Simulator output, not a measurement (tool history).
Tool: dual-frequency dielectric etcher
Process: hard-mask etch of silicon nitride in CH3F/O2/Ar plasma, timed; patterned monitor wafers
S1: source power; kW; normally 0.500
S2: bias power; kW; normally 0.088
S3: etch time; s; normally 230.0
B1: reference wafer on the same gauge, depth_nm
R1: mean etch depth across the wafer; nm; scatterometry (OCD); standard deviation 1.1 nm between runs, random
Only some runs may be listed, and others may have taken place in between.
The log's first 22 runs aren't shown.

run	hour	S1	S2	S3	B1	R1
23	624.4	0.500	0.073	230.0	181.1	193.1
24	640.6	0.500	0.069	230.0	180.8	191.9
# hour 671.4: source power generator calibrated
25	672.8	0.500	0.107	178.5	180.8	161.6
26	693.7	0.500	0.088	230.0	180.6	199.5
27	779.3	0.500	0.109	230.0	180.0	209.4
# hour 809.3: wet clean of the chamber
28	809.8	0.500	0.079	261.5	179.8	222.7
29	811.3	0.500	0.088	179.5	179.9	157.3
30	844.8	0.590	0.104	166.0	179.5	160.1
31	875.0	0.560	0.108	196.0	179.5	186.1

Predict each of these 3 candidate next runs independently; none follows another, all start after run 31:
A	875.5	0.500	0.088	230.0	?	?
B	875.5	0.550	0.081	278.5	?	?
C	875.5	0.500	0.088	266.0	?	?

run	B1	R1
A	179.4	198.1
B	179.4	245.9
C	179.4	229.1
What these runs would have given with no unlogged condition in the tool:
run	R1
A	201.0
B	249.5
C	232.4

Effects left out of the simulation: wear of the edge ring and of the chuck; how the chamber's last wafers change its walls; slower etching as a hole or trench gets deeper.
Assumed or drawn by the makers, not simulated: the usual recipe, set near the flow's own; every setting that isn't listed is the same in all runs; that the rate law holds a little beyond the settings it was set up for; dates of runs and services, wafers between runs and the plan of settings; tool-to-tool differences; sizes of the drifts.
